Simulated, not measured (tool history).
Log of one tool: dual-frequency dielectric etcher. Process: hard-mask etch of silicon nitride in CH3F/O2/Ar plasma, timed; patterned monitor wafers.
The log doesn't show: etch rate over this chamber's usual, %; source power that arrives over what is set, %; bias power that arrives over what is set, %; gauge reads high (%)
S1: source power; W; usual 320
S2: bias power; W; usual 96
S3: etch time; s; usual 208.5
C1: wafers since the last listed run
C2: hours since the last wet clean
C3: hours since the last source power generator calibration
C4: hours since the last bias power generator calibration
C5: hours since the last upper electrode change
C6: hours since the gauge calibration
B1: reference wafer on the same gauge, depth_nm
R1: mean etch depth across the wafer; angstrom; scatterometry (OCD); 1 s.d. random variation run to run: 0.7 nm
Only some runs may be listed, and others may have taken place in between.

run   hour   S1   S2     S3   C1     C2      C3      C4      C5     C6     B1    R1
  1      0  320   96  208.5    0  110.2  3320.5  1436.1  4618.8    243  141.1  1383
  2   63.7  320   96  208.5  345  173.9  3384.2  1499.8  4682.5  306.7  140.9  1378
  3  127.8  320   96  208.5  347    238  3448.3  1563.9  4746.6  370.8    141  1367
  4  153.3  320   96  208.5  138  263.5  3473.8  1589.4  4772.1  396.3  140.7  1352
  5  197.6  320   96  208.5  239  307.8  3518.1  1633.7  4816.4  440.6  141.5  1352
  6  262.3  320   96  208.5  350  372.5  3582.8  1698.4  4881.1  505.3  140.8  1350
     308.1  -- wet clean of the chamber
  7  395.1  320   96  208.5  589     87  3715.6  1831.2  5013.9  638.1  140.9  1409
  8  430.7  390   83  208.5  192  122.6  3751.2  1866.8  5049.5  673.7  140.8  1516
  9  479.8  360  112    250  265  171.7  3800.3  1915.9  5098.6  722.8    141  1849
       498  -- gauge calibrated
 10  546.5  280   85    233  361  238.4    3867  1982.6  5165.3   48.5    141  1393

Run 11 comes next. What will it give?
     593.9  -- bias power generator calibrated
 11  612.8  290  82  267  337  304.7  3933.3  18.9  5231.6  114.8   ?   ?

{"run 11": {"B1": 140.8, "R1": 1603}}
If the tool had no hidden condition, the same run with the same run-to-run variation would have returned R1 1649 angstrom.
